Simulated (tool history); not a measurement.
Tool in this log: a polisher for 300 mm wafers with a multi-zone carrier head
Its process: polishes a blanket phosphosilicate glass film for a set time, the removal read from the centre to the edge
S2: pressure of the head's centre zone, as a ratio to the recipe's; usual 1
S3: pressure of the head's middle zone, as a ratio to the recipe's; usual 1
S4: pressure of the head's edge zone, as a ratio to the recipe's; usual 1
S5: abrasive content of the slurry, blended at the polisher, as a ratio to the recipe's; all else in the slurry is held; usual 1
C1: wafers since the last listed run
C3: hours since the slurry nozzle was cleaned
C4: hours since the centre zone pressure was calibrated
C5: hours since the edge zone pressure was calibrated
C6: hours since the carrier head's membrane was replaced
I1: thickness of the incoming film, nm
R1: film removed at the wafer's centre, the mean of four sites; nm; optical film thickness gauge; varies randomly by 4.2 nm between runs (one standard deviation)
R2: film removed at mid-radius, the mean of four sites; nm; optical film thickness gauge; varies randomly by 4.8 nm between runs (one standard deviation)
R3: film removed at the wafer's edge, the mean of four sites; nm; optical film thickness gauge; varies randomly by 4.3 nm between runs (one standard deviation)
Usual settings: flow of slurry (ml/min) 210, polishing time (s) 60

{"run": 1, "day": 0.0, "flow of slurry (ml/min)": 210, "S2": 1, "S3": 1, "S4": 1, "S5": 1, "polishing time (s)": 60, "C1": 0, "wafers polished on this pad": 4042, "C3": 423.6, "C4": 596.2, "C5": 115.8, "C6": 1167.4, "I1": 1975.7, "R1": 497.2, "R2": 456.8, "R3": 458.7}
{"day": 3.546, "done": "slurry nozzle cleaned"}
{"day": 7.783, "done": "worn pad replaced by a new one"}
{"run": 2, "day": 9.604, "flow of slurry (ml/min)": 210, "S2": 1, "S3": 1, "S4": 1, "S5": 1, "polishing time (s)": 60, "C1": 3112, "wafers polished on this pad": 602, "C3": 145.4, "C4": 826.7, "C5": 346.3, "C6": 1397.9, "I1": 1950.6, "R1": 498.3, "R2": 464, "R3": 454.9}
{"run": 3, "day": 12.871, "flow of slurry (ml/min)": 210, "S2": 1, "S3": 1, "S4": 1, "S5": 1, "polishing time (s)": 60, "C1": 1082, "wafers polished on this pad": 1684, "C3": 223.8, "C4": 905.1, "C5": 424.7, "C6": 1476.3, "I1": 1962.7, "R1": 486, "R2": 458.7, "R3": 466.6}
{"run": 4, "day": 17.067, "flow of slurry (ml/min)": 210, "S2": 1, "S3": 1, "S4": 1.06, "S5": 1, "polishing time (s)": 76, "C1": 1389, "wafers polished on this pad": 3074, "C3": 324.5, "C4": 1005.8, "C5": 525.4, "C6": 1577, "I1": 1959.6, "R1": 633.5, "R2": 577.6, "R3": 596.7}
{"run": 5, "day": 20.571, "flow of slurry (ml/min)": 210, "S2": 1, "S3": 1, "S4": 1.06, "S5": 1, "polishing time (s)": 76, "C1": 1160, "wafers polished on this pad": 4235, "C3": 408.6, "C4": 1089.9, "C5": 609.5, "C6": 1661.1, "I1": 1940.5, "R1": 630.6, "R2": 586.5, "R3": 602.9}
{"day": 21.367, "done": "centre zone pressure recalibrated"}
{"run": 6, "day": 22.475, "flow of slurry (ml/min)": 145, "S2": 0.89, "S3": 1, "S4": 1, "S5": 1.25, "polishing time (s)": 60, "C1": 603, "wafers polished on this pad": 4838, "C3": 454.3, "C4": 26.6, "C5": 655.2, "C6": 1706.8, "I1": 1928.8, "R1": 415.3, "R2": 460.1, "R3": 470.3}
{"run": 7, "day": 25.404, "flow of slurry (ml/min)": 210, "S2": 1.11, "S3": 1, "S4": 1.05, "S5": 1, "polishing time (s)": 60, "C1": 970, "wafers polished on this pad": 5808, "C3": 524.6, "C4": 96.9, "C5": 725.5, "C6": 1777.1, "I1": 1940.4, "R1": 520.8, "R2": 468.5, "R3": 473.4}
{"day": 27.829, "done": "slurry nozzle cleaned"}
{"run": 8, "day": 28.562, "flow of slurry (ml/min)": 210, "S2": 1, "S3": 1, "S4": 1.04, "S5": 0.9, "polishing time (s)": 60, "C1": 1032, "wafers polished on this pad": 6841, "C3": 17.6, "C4": 172.7, "C5": 801.3, "C6": 1852.9, "I1": 1931.6, "R1": 455.1, "R2": 442.7, "R3": 461.3}
{"day": 29.388, "done": "worn pad replaced by a new one"}
{"day": 30.233, "done": "carrier head's membrane replaced by a new one"}
{"run": 9, "day": 32.083, "flow of slurry (ml/min)": 250, "S2": 1, "S3": 1, "S4": 1.05, "S5": 1, "polishing time (s)": 52, "C1": 1041, "wafers polished on this pad": 824, "C3": 102.1, "C4": 257.2, "C5": 885.8, "C6": 44.4, "I1": 1935.7, "R1": 422.5, "R2": 406.4, "R3": 428}
{"run": 10, "day": 35.508, "flow of slurry (ml/min)": 210, "S2": 1, "S3": 1, "S4": 1, "S5": 1, "polishing time (s)": 60, "C1": 1134, "wafers polished on this pad": 1958, "C3": 184.3, "C4": 339.4, "C5": 968, "C6": 126.6, "I1": 1960.8, "R1": 473.6, "R2": 453.8, "R3": 471.3}
{"run": 11, "day": 38.775, "flow of slurry (ml/min)": 210, "S2": 1, "S3": 1, "S4": 1, "S5": 1, "polishing time (s)": 60, "C1": 1082, "wafers polished on this pad": 3040, "C3": 262.7, "C4": 417.8, "C5": 1046.4, "C6": 205, "I1": 1952.3, "R1": 471.1, "R2": 469.2, "R3": 456.7}
{"run": 12, "day": 40.508, "flow of slurry (ml/min)": 145, "S2": 1, "S3": 1, "S4": 1.1, "S5": 1, "polishing time (s)": 60, "C1": 574, "wafers polished on this pad": 3614, "C3": 304.3, "C4": 459.4, "C5": 1088, "C6": 246.6, "I1": 1965.2, "R1": 446.5, "R2": 431.2, "R3": 459}
{"run": 13, "day": 44.021, "flow of slurry (ml/min)": 210, "S2": 1, "S3": 1.04, "S4": 1, "S5": 1, "polishing time (s)": 60, "C1": 1163, "wafers polished on this pad": 4778, "C3": 388.6, "C4": 543.7, "C5": 1172.3, "C6": 330.9, "I1": 1974.3, "R1": 477.2, "R2": 465.4, "R3": 462.5}
{"day": 47.2, "done": "slurry nozzle cleaned"}
{"run": 14, "day": 47.471, "flow of slurry (ml/min)": 210, "S2": 1.11, "S3": 1, "S4": 1.1, "S5": 0.8, "polishing time (s)": 60, "C1": 1128, "wafers polished on this pad": 5907, "C3": 6.5, "C4": 626.5, "C5": 1255.1, "C6": 413.7, "I1": 1971.1, "R1": 502.7, "R2": 434.8, "R3": 466.7}
{"run": 15, "day": 50.404, "flow of slurry (ml/min)": 210, "S2": 0.92, "S3": 1, "S4": 1, "S5": 0.9, "polishing time (s)": 80, "C1": 971, "wafers polished on this pad": 6878, "C3": 76.9, "C4": 696.9, "C5": 1325.5, "C6": 484.1, "I1": 1932.2, "R1": 575.4, "R2": 597.9, "R3": 591.3}
{"day": 52.488, "done": "worn pad replaced by a new one"}
{"day": 52.767, "done": "edge zone pressure recalibrated"}
{"run": 16, "day": 58.246, "flow of slurry (ml/min)": 265, "S2": 1, "S3": 1.09, "S4": 1, "S5": 1, "polishing time (s)": 44, "C1": 2514, "wafers polished on this pad": 1879, "C3": 265.1, "C4": 885.1, "C5": 131.5, "C6": 672.3, "I1": 1926.7, "R1": 373.6, "R2": 362.4, "R3": 351.6}
{"run": 17, "day": 59.858, "flow of slurry (ml/min)": 175, "S2": 1, "S3": 0.97, "S4": 0.89, "S5": 1, "polishing time (s)": 60, "C1": 534, "wafers polished on this pad": 2413, "C3": 303.8, "C4": 923.8, "C5": 170.2, "C6": 711, "I1": 1953, "R1": 472.1, "R2": 447.1, "R3": 436.6}
{"run": 18, "day": 62.508, "flow of slurry (ml/min)": 210, "S2": 1, "S3": 1, "S4": 1, "S5": 0.85, "polishing time (s)": 69, "C1": 877, "wafers polished on this pad": 3291, "C3": 367.4, "C4": 987.4, "C5": 233.8, "C6": 774.6, "I1": 1934.9, "R1": 537.6, "R2": 501.5, "R3": 504.6}
{"day": 63.296, "done": "centre zone pressure recalibrated"}
{"run": 19, "day": 64.517, "flow of slurry (ml/min)": 210, "S2": 1.11, "S3": 1.07, "S4": 0.96, "S5": 1.25, "polishing time (s)": 60, "C1": 637, "wafers polished on this pad": 3928, "C3": 415.6, "C4": 29.3, "C5": 282, "C6": 822.8, "I1": 1946.4, "R1": 564.2, "R2": 500.5, "R3": 482}
{"run": 20, "day": 70.429, "flow of slurry (ml/min)": 210, "S2": 1, "S3": 1, "S4": 1, "S5": 1, "polishing time (s)": 60, "C1": 1958, "wafers polished on this pad": 5887, "C3": 557.5, "C4": 171.2, "C5": 423.9, "C6": 964.7, "I1": 1943.6, "R1": 479.7, "R2": 461.7, "R3": 459.8}
{"day": 70.483, "done": "slurry nozzle cleaned"}
{"day": 72.454, "done": "worn pad replaced by a new one"}
{"run": 21, "day": 77.379, "flow of slurry (ml/min)": 210, "S2": 1, "S3": 1.06, "S4": 1, "S5": 1, "polishing time (s)": 60, "C1": 2233, "wafers polished on this pad": 1630, "C3": 165.5, "C4": 338, "C5": 590.7, "C6": 1131.5, "I1": 1966.5, "R1": 475.6, "R2": 472.1, "R3": 466.4}
{"run": 22, "day": 80.788, "flow of slurry (ml/min)": 210, "S2": 1, "S3": 1.04, "S4": 1.08, "S5": 1, "polishing time (s)": 75, "C1": 1128, "wafers polished on this pad": 2759, "C3": 247.3, "C4": 419.8, "C5": 672.5, "C6": 1213.3, "I1": 1969.7, "R1": 604.3, "R2": 583.7, "R3": 605.2}

3 ways to go on from here, each from the tool as it stands after run 22. What would each give?
{"run": "A", "day": 80.804, "flow of slurry (ml/min)": 210, "S2": 1, "S3": 1, "S4": 1, "S5": 1, "polishing time (s)": 60, "C1": 5, "wafers polished on this pad": 2765, "C3": 247.7, "C4": 420.2, "C5": 672.9, "C6": 1213.7, "I1": 1959.4, "R1": "?", "R2": "?", "R3": "?"}
{"run": "B", "day": 80.804, "flow of slurry (ml/min)": 140, "S2": 1, "S3": 0.95, "S4": 1, "S5": 1, "polishing time (s)": 60, "C1": 5, "wafers polished on this pad": 2765, "C3": 247.7, "C4": 420.2, "C5": 672.9, "C6": 1213.7, "I1": 1959.4, "R1": "?", "R2": "?", "R3": "?"}
{"run": "C", "day": 80.804, "flow of slurry (ml/min)": 210, "S2": 1, "S3": 1, "S4": 1, "S5": 1.2, "polishing time (s)": 41, "C1": 5, "wafers polished on this pad": 2765, "C3": 247.7, "C4": 420.2, "C5": 672.9, "C6": 1213.7, "I1": 1959.4, "R1": "?", "R2": "?", "R3": "?"}

run=A R1=487.6 R2=467 R3=455.1
run=B R1=446.1 R2=421.6 R3=429.9
run=C R1=350.7 R2=335.9 R3=327.4
What these runs would have given with no unlogged condition in the tool:
run=A R1=485.1 R2=467 R3=455.1
run=B R1=443.9 R2=421.6 R3=429.9
run=C R1=349 R2=335.9 R3=327.4

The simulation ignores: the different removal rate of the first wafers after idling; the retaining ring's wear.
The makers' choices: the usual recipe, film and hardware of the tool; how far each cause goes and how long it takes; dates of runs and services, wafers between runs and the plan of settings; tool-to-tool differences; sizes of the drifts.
